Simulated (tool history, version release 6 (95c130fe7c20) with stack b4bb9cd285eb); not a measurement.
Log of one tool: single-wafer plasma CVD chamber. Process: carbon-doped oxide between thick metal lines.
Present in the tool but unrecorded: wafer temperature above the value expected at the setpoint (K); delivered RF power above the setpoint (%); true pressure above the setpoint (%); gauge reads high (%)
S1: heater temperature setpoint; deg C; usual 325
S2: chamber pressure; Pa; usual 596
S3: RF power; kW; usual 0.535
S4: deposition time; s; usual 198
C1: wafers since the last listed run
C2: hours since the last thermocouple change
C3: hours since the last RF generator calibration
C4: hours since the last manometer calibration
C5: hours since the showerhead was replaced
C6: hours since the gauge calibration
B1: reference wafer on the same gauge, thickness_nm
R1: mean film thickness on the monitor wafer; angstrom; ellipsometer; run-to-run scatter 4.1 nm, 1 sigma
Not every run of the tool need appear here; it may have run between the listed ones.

run    hour   S1   S2     S3   S4   C1      C2      C3      C4      C5     C6        B1        R1
  1       0  325  596  0.535  210    0  2419.4     262  2006.6    5023  253.8  1145.626  10423.22
  2    45.5  333  596  0.535  198  315  2464.9   307.5  2052.1  5068.5  299.3  1144.246   9600.63
  3    86.3  333  596  0.535  198  283  2505.7   348.3  2092.9  5109.3  340.1  1146.391   9520.19
  4   114.7  333  596  0.535  198  197  2534.1   376.7  2121.3  5137.7  368.5  1145.821   9482.91
  5   170.2  325  596  0.535  198  385  2589.6   432.2  2176.8  5193.2    424  1146.628   9830.19
  6   204.1  325  596  0.535  198  235  2623.5   466.1  2210.7  5227.1  457.9  1146.557   9720.77
  7   267.6  325  512  0.535  177  440    2687   529.6  2274.2  5290.6  521.4  1144.698   8453.03
  8   307.4  337  695  0.535  198  276  2726.8   569.4    2314  5330.4  561.2  1143.472   9536.36
  9   352.3  325  596  0.535  198  311  2771.7   614.3  2358.9  5375.3  606.1  1146.116   9657.02
      417.3  -- gauge calibrated
 10   417.9  325  596  0.535  198  455  2837.3   679.9  2424.5  5440.9    0.6  1145.434   9657.54
 11   491.7  325  596  0.535  198  512  2911.1   753.7  2498.3  5514.7   74.4  1145.745   9656.05
 12   520.4  325  527  0.535  198  199  2939.8   782.4    2527  5543.4  103.1  1145.111   9375.99
 13   589.5  333  691   0.59  223  479  3008.9   851.5  2596.1  5612.5  172.2  1147.371  11481.08
      630.8  -- capacitance manometer re-zeroed and calibrated
 14   631.3  330  553    0.6  173  234  3050.7   893.3     0.5  5654.3    214  1146.036   8764.59
 15   653.3  325  596  0.535  198  152  3072.7   915.3    22.5  5676.3    236   1146.22    9495.5
      675.1  -- thermocouple changed; heater temperature recalibrated
 16   709.9  330  640  0.475  215  337    34.8   971.9    79.1  5732.9  292.6  1144.244   9455.15
 17   751.9  325  596  0.535  198  291    76.8  1013.9   121.1  5774.9  334.6  1146.419   9593.97
        779  -- showerhead replaced
 18   832.9  311  596  0.535  198  506   157.8  1094.9   202.1    53.9  415.6  1146.564   9997.62
 19   872.4  334  596  0.535  198  274   197.3  1134.4   241.6    93.4  455.1  1146.594   9143.53
      901.3  -- RF generator calibrated
 20   973.9  325  664  0.535  198  649   298.8    72.6   343.1   194.9  556.6  1144.591  10121.98
     1009.5  -- gauge calibrated
 21  1042.3  325  596  0.535  174  475   367.2     141   411.5   263.3   32.8  1147.584   8680.05
 22  1068.9  325  596  0.535  198  184   393.8   167.6   438.1   289.9   59.4  1146.069   9915.25
 23  1100.5  336  596  0.535  163  219   425.4   199.2   469.7   321.5     91    1147.1   7829.55
 24  1134.1  325  464  0.535  198  233     459   232.8   503.3   355.1  124.6  1144.921   9490.16
 25  1171.7  325  596  0.535  198  261   496.6   270.4   540.9   392.7  162.2  1148.205   9804.44
 26  1208.6  325  596  0.535  198  256   533.5   307.3   577.8   429.6  199.1  1145.682   9810.52
 27  1239.1  336  532   0.47  198  211     564   337.8   608.3   460.1  229.6  1145.734   8491.14

For each run, the measured value with the value that run would have given without the tool's hidden condition subtracted. The run-to-run variation is shared by both, the gauge scatter possibly not:
run       R1
  1  -156.34
  2  -163.18
  3  -178.96
  4  -190.18
  5  -221.43
  6  -233.71
  7  -227.38
  8  -273.69
  9  -296.87
 10  -325.89
 11  -358.73
 12  -360.81
 13  -463.71
 14  -370.65
 15  -424.99
 16  -496.53
 17  -475.33
 18  -535.09
 19  -507.23
 20   -39.52
 21   -59.25
 22   -79.01
 23   -73.05
 24  -102.33
 25  -121.71
 26  -137.57
 27  -133.28
